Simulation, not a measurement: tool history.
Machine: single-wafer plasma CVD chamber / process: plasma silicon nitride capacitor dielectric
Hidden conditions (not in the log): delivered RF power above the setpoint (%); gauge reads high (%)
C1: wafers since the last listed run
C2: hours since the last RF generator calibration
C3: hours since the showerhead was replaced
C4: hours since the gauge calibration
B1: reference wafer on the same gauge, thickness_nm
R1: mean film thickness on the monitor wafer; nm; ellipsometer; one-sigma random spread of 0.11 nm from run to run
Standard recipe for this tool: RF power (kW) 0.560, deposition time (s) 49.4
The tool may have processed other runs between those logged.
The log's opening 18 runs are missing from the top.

run 19 day=8.804 | RF_power_(kW)=0.560 deposition_time_(s)=49.4 | C1=191 C2=1826.0 C3=39.0 C4=50.9 | B1=66.216 | R1=74.951
run 20 day=9.217 | RF_power_(kW)=0.560 deposition_time_(s)=49.4 | C1=106 C2=1835.9 C3=48.9 C4=60.8 | B1=66.161 | R1=75.204
-- day=9.788 RF generator calibrated
run 21 day=9.800 | RF_power_(kW)=0.590 deposition_time_(s)=53.6 | C1=64 C2=0.3 C3=62.9 C4=74.8 | B1=66.194 | R1=82.240
run 22 day=10.212 | RF_power_(kW)=0.630 deposition_time_(s)=56.9 | C1=106 C2=10.2 C3=72.8 C4=84.7 | B1=66.164 | R1=88.761
run 23 day=10.800 | RF_power_(kW)=0.560 deposition_time_(s)=56.9 | C1=151 C2=24.3 C3=86.9 C4=98.8 | B1=66.168 | R1=86.440
run 24 day=11.817 | RF_power_(kW)=0.560 deposition_time_(s)=58.6 | C1=262 C2=48.7 C3=111.3 C4=123.2 | B1=66.214 | R1=89.065
run 25 day=12.229 | RF_power_(kW)=0.625 deposition_time_(s)=45.2 | C1=106 C2=58.6 C3=121.2 C4=133.1 | B1=66.264 | R1=70.244
run 26 day=12.908 | RF_power_(kW)=0.560 deposition_time_(s)=54.2 | C1=175 C2=74.9 C3=137.5 C4=149.4 | B1=66.289 | R1=82.159
run 27 day=13.508 | RF_power_(kW)=0.560 deposition_time_(s)=49.4 | C1=155 C2=89.3 C3=151.9 C4=163.8 | B1=66.278 | R1=75.079
run 28 day=14.054 | RF_power_(kW)=0.505 deposition_time_(s)=42.2 | C1=141 C2=102.4 C3=165.0 C4=176.9 | B1=66.308 | R1=62.945
run 29 day=16.021 | RF_power_(kW)=0.460 deposition_time_(s)=39.9 | C1=508 C2=149.6 C3=212.2 C4=224.1 | B1=66.393 | R1=58.403
run 30 day=16.454 | RF_power_(kW)=0.560 deposition_time_(s)=49.4 | C1=112 C2=160.0 C3=222.6 C4=234.5 | B1=66.463 | R1=75.196
run 31 day=17.125 | RF_power_(kW)=0.615 deposition_time_(s)=54.9 | C1=173 C2=176.1 C3=238.7 C4=250.6 | B1=66.457 | R1=85.375
run 32 day=17.625 | RF_power_(kW)=0.560 deposition_time_(s)=55.6 | C1=129 C2=188.1 C3=250.7 C4=262.6 | B1=66.464 | R1=84.910
run 33 day=18.342 | RF_power_(kW)=0.460 deposition_time_(s)=43.1 | C1=185 C2=205.3 C3=267.9 C4=279.8 | B1=66.537 | R1=63.234
run 34 day=18.979 | RF_power_(kW)=0.560 deposition_time_(s)=49.4 | C1=164 C2=220.6 C3=283.2 C4=295.1 | B1=66.591 | R1=75.436
run 35 day=19.375 | RF_power_(kW)=0.485 deposition_time_(s)=59.1 | C1=102 C2=230.1 C3=292.7 C4=304.6 | B1=66.596 | R1=87.754
run 36 day=19.892 | RF_power_(kW)=0.560 deposition_time_(s)=54.5 | C1=133 C2=242.5 C3=305.1 C4=317.0 | B1=66.622 | R1=83.522
run 37 day=20.367 | RF_power_(kW)=0.560 deposition_time_(s)=54.5 | C1=122 C2=253.9 C3=316.5 C4=328.4 | B1=66.672 | R1=83.458
run 38 day=20.838 | RF_power_(kW)=0.450 deposition_time_(s)=45.7 | C1=121 C2=265.2 C3=327.8 C4=339.7 | B1=66.676 | R1=67.093
run 39 day=21.483 | RF_power_(kW)=0.560 deposition_time_(s)=46.9 | C1=166 C2=280.7 C3=343.3 C4=355.2 | B1=66.765 | R1=71.916
run 40 day=22.133 | RF_power_(kW)=0.560 deposition_time_(s)=49.4 | C1=168 C2=296.3 C3=358.9 C4=370.8 | B1=66.807 | R1=75.802

Below are 4 alternative next runs, each starting from the tool's condition after run 40. Predict each:
run A day=22.150 | RF_power_(kW)=0.620 deposition_time_(s)=49.4 | C1=4 C2=296.7 C3=359.3 C4=371.2 | B1=? | R1=?
run B day=22.150 | RF_power_(kW)=0.495 deposition_time_(s)=56.1 | C1=4 C2=296.7 C3=359.3 C4=371.2 | B1=? | R1=?
run C day=22.150 | RF_power_(kW)=0.495 deposition_time_(s)=53.9 | C1=4 C2=296.7 C3=359.3 C4=371.2 | B1=? | R1=?
run D day=22.150 | RF_power_(kW)=0.605 deposition_time_(s)=43.0 | C1=4 C2=296.7 C3=359.3 C4=371.2 | B1=? | R1=?

run=A B1=66.849 R1=77.341
run=B B1=66.849 R1=83.872
run=C B1=66.849 R1=80.583
run=D B1=66.849 R1=66.974
The same runs, with their run-to-run variation unchanged, on a tool lacking any hidden condition would have given:
run=A R1=76.627
run=B R1=83.098
run=C R1=79.840
run=D R1=66.356
